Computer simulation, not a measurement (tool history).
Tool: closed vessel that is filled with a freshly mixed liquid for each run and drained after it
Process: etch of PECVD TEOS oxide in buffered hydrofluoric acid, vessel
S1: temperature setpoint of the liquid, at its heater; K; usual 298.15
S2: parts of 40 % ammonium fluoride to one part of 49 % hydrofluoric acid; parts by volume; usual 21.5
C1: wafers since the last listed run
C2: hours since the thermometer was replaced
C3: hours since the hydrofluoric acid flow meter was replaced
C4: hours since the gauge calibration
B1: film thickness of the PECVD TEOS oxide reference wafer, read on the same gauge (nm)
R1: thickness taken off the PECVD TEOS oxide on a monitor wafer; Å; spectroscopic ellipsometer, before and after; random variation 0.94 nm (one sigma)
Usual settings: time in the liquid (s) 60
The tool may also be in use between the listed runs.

{"run": 1, "hour": 0.0, "S1": 298.15, "S2": 21.5, "time in the liquid (s)": 30, "C1": 0, "C2": 505.9, "C3": 1012.1, "C4": 524.5, "B1": 80.01, "R1": 612.3}
{"run": 2, "hour": 24.1, "S1": 298.15, "S2": 21.5, "time in the liquid (s)": 30, "C1": 1648, "C2": 530, "C3": 1036.2, "C4": 548.6, "B1": 79.98, "R1": 623.8}
{"run": 3, "hour": 39.6, "S1": 295.15, "S2": 24.5, "time in the liquid (s)": 60, "C1": 1059, "C2": 545.5, "C3": 1051.7, "C4": 564.1, "B1": 80, "R1": 948.2}
{"run": 4, "hour": 67.0, "S1": 295.15, "S2": 24.5, "time in the liquid (s)": 60, "C1": 1873, "C2": 572.9, "C3": 1079.1, "C4": 591.5, "B1": 80.01, "R1": 944.6}
{"run": 5, "hour": 80.9, "S1": 298.15, "S2": 21.5, "time in the liquid (s)": 35, "C1": 950, "C2": 586.8, "C3": 1093, "C4": 605.4, "B1": 80.02, "R1": 725.3}
{"run": 6, "hour": 98.6, "S1": 298.15, "S2": 21.5, "time in the liquid (s)": 60, "C1": 1210, "C2": 604.5, "C3": 1110.7, "C4": 623.1, "B1": 79.99, "R1": 1231.8}
{"run": 7, "hour": 200.4, "S1": 298.15, "S2": 24.5, "time in the liquid (s)": 60, "C1": 6961, "C2": 706.3, "C3": 1212.5, "C4": 724.9, "B1": 79.98, "R1": 1108.4}
{"run": 8, "hour": 249.7, "S1": 298.15, "S2": 24.5, "time in the liquid (s)": 60, "C1": 3371, "C2": 755.6, "C3": 1261.8, "C4": 774.2, "B1": 80.01, "R1": 1113.5}
{"run": 9, "hour": 301.8, "S1": 298.15, "S2": 24.5, "time in the liquid (s)": 60, "C1": 3562, "C2": 807.7, "C3": 1313.9, "C4": 826.3, "B1": 80, "R1": 1097.9}
{"run": 10, "hour": 323.4, "S1": 298.15, "S2": 21.5, "time in the liquid (s)": 85, "C1": 1477, "C2": 829.3, "C3": 1335.5, "C4": 847.9, "B1": 80, "R1": 1729.7}
{"run": 11, "hour": 339.9, "S1": 298.15, "S2": 21.5, "time in the liquid (s)": 60, "C1": 1128, "C2": 845.8, "C3": 1352, "C4": 864.4, "B1": 80, "R1": 1219.4}
{"run": 12, "hour": 361.9, "S1": 298.15, "S2": 21.5, "time in the liquid (s)": 60, "C1": 1504, "C2": 867.8, "C3": 1374, "C4": 886.4, "B1": 79.99, "R1": 1222.4}
{"run": 13, "hour": 391.0, "S1": 298.15, "S2": 21.5, "time in the liquid (s)": 60, "C1": 1989, "C2": 896.9, "C3": 1403.1, "C4": 915.5, "B1": 80.01, "R1": 1211.4}
{"run": 14, "hour": 420.6, "S1": 298.15, "S2": 21.5, "time in the liquid (s)": 60, "C1": 2024, "C2": 926.5, "C3": 1432.7, "C4": 945.1, "B1": 79.97, "R1": 1209.1}
{"run": 15, "hour": 440.9, "S1": 296.65, "S2": 13, "time in the liquid (s)": 40, "C1": 1388, "C2": 946.8, "C3": 1453, "C4": 965.4, "B1": 80, "R1": 1177.1}
{"run": 16, "hour": 473.4, "S1": 298.15, "S2": 21.5, "time in the liquid (s)": 60, "C1": 2222, "C2": 979.3, "C3": 1485.5, "C4": 997.9, "B1": 80.01, "R1": 1198.7}
{"hour": 492.9, "done": "thermometer replaced"}
{"run": 17, "hour": 506.3, "S1": 300.15, "S2": 21.5, "time in the liquid (s)": 75, "C1": 2181, "C2": 13.4, "C3": 1518.4, "C4": 1030.8, "B1": 80, "R1": 1784.3}
{"hour": 527.0, "done": "gauge calibrated"}
{"run": 18, "hour": 528.8, "S1": 298.15, "S2": 28, "time in the liquid (s)": 90, "C1": 1538, "C2": 35.9, "C3": 1540.9, "C4": 1.8, "B1": 80, "R1": 1569.8}
{"run": 19, "hour": 561.9, "S1": 293.65, "S2": 21.5, "time in the liquid (s)": 60, "C1": 2263, "C2": 69, "C3": 1574, "C4": 34.9, "B1": 79.97, "R1": 989.1}
{"hour": 568.1, "done": "hydrofluoric acid flow meter replaced"}
{"run": 20, "hour": 580.9, "S1": 298.15, "S2": 21.5, "time in the liquid (s)": 60, "C1": 1230, "C2": 88, "C3": 12.8, "C4": 53.9, "B1": 80.01, "R1": 1284.1}
{"run": 21, "hour": 597.2, "S1": 295.65, "S2": 21.5, "time in the liquid (s)": 85, "C1": 1114, "C2": 104.3, "C3": 29.1, "C4": 70.2, "B1": 80, "R1": 1573.6}
{"run": 22, "hour": 627.2, "S1": 302.65, "S2": 24, "time in the liquid (s)": 60, "C1": 2051, "C2": 134.3, "C3": 59.1, "C4": 100.2, "B1": 80.01, "R1": 1484.3}
{"run": 23, "hour": 647.4, "S1": 298.15, "S2": 17.5, "time in the liquid (s)": 50, "C1": 1381, "C2": 154.5, "C3": 79.3, "C4": 120.4, "B1": 79.96, "R1": 1268.7}
{"run": 24, "hour": 663.9, "S1": 298.15, "S2": 21.5, "time in the liquid (s)": 30, "C1": 1128, "C2": 171, "C3": 95.8, "C4": 136.9, "B1": 79.99, "R1": 631.8}
{"run": 25, "hour": 692.8, "S1": 294.15, "S2": 14, "time in the liquid (s)": 75, "C1": 1976, "C2": 199.9, "C3": 124.7, "C4": 165.8, "B1": 80.04, "R1": 1891.3}
{"run": 26, "hour": 710.2, "S1": 298.15, "S2": 24.5, "time in the liquid (s)": 60, "C1": 1189, "C2": 217.3, "C3": 142.1, "C4": 183.2, "B1": 79.99, "R1": 1145.4}
{"run": 27, "hour": 735.9, "S1": 298.15, "S2": 17.5, "time in the liquid (s)": 45, "C1": 1757, "C2": 243, "C3": 167.8, "C4": 208.9, "B1": 79.96, "R1": 1116}
{"run": 28, "hour": 762.5, "S1": 302.15, "S2": 13, "time in the liquid (s)": 70, "C1": 1818, "C2": 269.6, "C3": 194.4, "C4": 235.5, "B1": 80.02, "R1": 2901.1}
{"run": 29, "hour": 778.7, "S1": 298.15, "S2": 21.5, "time in the liquid (s)": 60, "C1": 1107, "C2": 285.8, "C3": 210.6, "C4": 251.7, "B1": 80, "R1": 1269.7}
{"run": 30, "hour": 803.6, "S1": 298.15, "S2": 13.5, "time in the liquid (s)": 70, "C1": 1702, "C2": 310.7, "C3": 235.5, "C4": 276.6, "B1": 79.97, "R1": 2279}
{"run": 31, "hour": 819.6, "S1": 293.65, "S2": 28.5, "time in the liquid (s)": 30, "C1": 1094, "C2": 326.7, "C3": 251.5, "C4": 292.6, "B1": 79.97, "R1": 400.2}
{"run": 32, "hour": 831.7, "S1": 298.15, "S2": 29.5, "time in the liquid (s)": 85, "C1": 827, "C2": 338.8, "C3": 263.6, "C4": 304.7, "B1": 79.99, "R1": 1419.8}

5 ways to go on from here, each from the tool as it stands after run 32. What would each give?
{"run": "A", "hour": 832.4, "S1": 298.15, "S2": 21.5, "time in the liquid (s)": 60, "C1": 47, "C2": 339.5, "C3": 264.3, "C4": 305.4, "B1": "?", "R1": "?"}
{"run": "B", "hour": 832.4, "S1": 301.65, "S2": 16, "time in the liquid (s)": 60, "C1": 47, "C2": 339.5, "C3": 264.3, "C4": 305.4, "B1": "?", "R1": "?"}
{"run": "C", "hour": 832.4, "S1": 296.15, "S2": 21.5, "time in the liquid (s)": 90, "C1": 47, "C2": 339.5, "C3": 264.3, "C4": 305.4, "B1": "?", "R1": "?"}
{"run": "D", "hour": 832.4, "S1": 299.65, "S2": 24, "time in the liquid (s)": 30, "C1": 47, "C2": 339.5, "C3": 264.3, "C4": 305.4, "B1": "?", "R1": "?"}
{"run": "E", "hour": 832.4, "S1": 296.15, "S2": 29, "time in the liquid (s)": 60, "C1": 47, "C2": 339.5, "C3": 264.3, "C4": 305.4, "B1": "?", "R1": "?"}

run=A B1=80.01 R1=1244.4
run=B B1=80.01 R1=1967.1
run=C B1=80.01 R1=1672.5
run=D B1=80.01 R1=625.9
run=E B1=80.01 R1=907.1
Without the tool's hidden state the same runs would have given:
run=A R1=1269
run=B R1=2005.1
run=C R1=1706
run=D R1=638.2
run=E R1=925.4
